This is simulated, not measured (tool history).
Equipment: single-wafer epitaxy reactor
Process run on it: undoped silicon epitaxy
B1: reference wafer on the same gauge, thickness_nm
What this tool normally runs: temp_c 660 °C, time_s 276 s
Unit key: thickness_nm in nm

Run 1, hour 0: usual settings; B1 48.56. Result: thickness_nm 59.522 nm.
Run 2, hour 17.3: usual settings; B1 48.674. Result: thickness_nm 59.567 nm.
Run 3, hour 30.2: usual settings; B1 48.574. Result: thickness_nm 59.706 nm.
Run 4, hour 38.9: usual settings; B1 48.601. Result: thickness_nm 60.03 nm.
Run 5, hour 49.7: usual settings but temp_c 665 °C, time_s 300 s; B1 48.714. Result: thickness_nm 70.946 nm.
Run 6, hour 60.6: usual settings but temp_c 665 °C, time_s 300 s; B1 48.526. Result: thickness_nm 71.699 nm.
Run 7, hour 72.8: usual settings but temp_c 665 °C, time_s 300 s; B1 48.666. Result: thickness_nm 71.393 nm.
Run 8, hour 82.3: usual settings; B1 48.603. Result: thickness_nm 59.358 nm.
Run 9, hour 93.6: usual settings; B1 48.574. Result: thickness_nm 59.714 nm.
Run 10, hour 107.4: usual settings; B1 48.68. Result: thickness_nm 59.774 nm.
Run 11, hour 117.8: usual settings; B1 48.54. Result: thickness_nm 59.911 nm.
Run 12, hour 124.2: usual settings but temp_c 654 °C; B1 48.67. Result: thickness_nm 53.3 nm.
Run 13, hour 138.2: usual settings; B1 48.642. Result: thickness_nm 59.432 nm.
Run 14, hour 145.1: usual settings; B1 48.59. Result: thickness_nm 59.704 nm.
Run 15, hour 153.3: usual settings but temp_c 669 °C; B1 48.642. Result: thickness_nm 71.111 nm.
Run 16, hour 167.8: usual settings but temp_c 669 °C; B1 48.641. Result: thickness_nm 70.545 nm.
Run 17, hour 176: usual settings but temp_c 669 °C; B1 48.543. Result: thickness_nm 71.123 nm.
Run 18, hour 189.6: usual settings but time_s 253 s; B1 48.699. Result: thickness_nm 55.648 nm.
Run 19, hour 206.1: usual settings; B1 48.64. Result: thickness_nm 60.467 nm.
Run 20, hour 216.8: usual settings; B1 48.626. Result: thickness_nm 60.29 nm.
Run 21, hour 224.7: usual settings; B1 48.664. Result: thickness_nm 60.261 nm.
At hour 251.1: gauge calibrated.
Run 22, hour 253.2: usual settings but time_s 303 s; B1 48.558. Result: thickness_nm 66.025 nm.
Run 23, hour 295.7: usual settings but temp_c 667 °C, time_s 254 s; B1 48.592. Result: thickness_nm 63.744 nm.
Run 24, hour 310.5: usual settings but temp_c 666 °C; B1 48.653. Result: thickness_nm 67.251 nm.
Run 25, hour 323.1: usual settings but temp_c 645 °C, time_s 304 s; B1 48.603. Result: thickness_nm 50.314 nm.
At hour 340.2: pyrometer calibrated.
Run 26, hour 340.7: usual settings but temp_c 653 °C, time_s 238 s; B1 48.509. Result: thickness_nm 49.831 nm.
Run 27, hour 352.8: usual settings but temp_c 653 °C, time_s 321 s; B1 48.581. Result: thickness_nm 66.921 nm.
Run 28, hour 368.7: usual settings but temp_c 655 °C; B1 48.523. Result: thickness_nm 59.676 nm.
Run 29, hour 410.1: usual settings but temp_c 664 °C, time_s 225 s; B1 48.555. Result: thickness_nm 57.894 nm.
Run 30, hour 420.3: usual settings; B1 48.605. Result: thickness_nm 65.716 nm.
Run 31, hour 435.7: usual settings but time_s 232 s; B1 48.512. Result: thickness_nm 55.195 nm.
At hour 453.8: pyrometer calibrated, repeated, since the last time left the tool worse.
Run 32, hour 454.3: usual settings but temp_c 674 °C, time_s 239 s; B1 48.572. Result: thickness_nm 65.135 nm.
Run 33, hour 459.6: usual settings but temp_c 669 °C, time_s 237 s; B1 48.54. Result: thickness_nm 59.059 nm.
Run 34, hour 470.6: usual settings but temp_c 664 °C, time_s 234 s; B1 48.567. Result: thickness_nm 52.692 nm.
Run 35, hour 478.9: usual settings; B1 48.61. Result: thickness_nm 57.739 nm.
Run 36, hour 486.2: usual settings but temp_c 646 °C; B1 48.561. Result: thickness_nm 44.237 nm.
Run 37, hour 493.8: usual settings but temp_c 649 °C, time_s 324 s; B1 48.582. Result: thickness_nm 55.249 nm.
Run 38, hour 511.5: usual settings but time_s 299 s; B1 48.565. Result: thickness_nm 63.114 nm.
Run 39, hour 520.6: usual settings but temp_c 668 °C, time_s 304 s; B1 48.624. Result: thickness_nm 73.818 nm.
Run 40, hour 535.6: usual settings; B1 48.589. Result: thickness_nm 58.351 nm.

3 options for the next run, each taken on its own from the tool as it stands now. Forecast them:
Run A, hour 536.1: usual settings but time_s 249 s; B1 ?. Result: thickness_nm ?.
Run B, hour 536.1: usual settings but temp_c 665 °C, time_s 233 s; B1 ?. Result: thickness_nm ?.
Run C, hour 536.1: usual settings but temp_c 653 °C, time_s 298 s; B1 ?. Result: thickness_nm ?.

run      B1  thickness_nm
  A  48.538         52.42
  B  48.538        53.844
  C  48.538        54.978
Had the tool no hidden state, the same runs would have come out as:
run  thickness_nm
  A        51.543
  B        52.952
  C        54.046
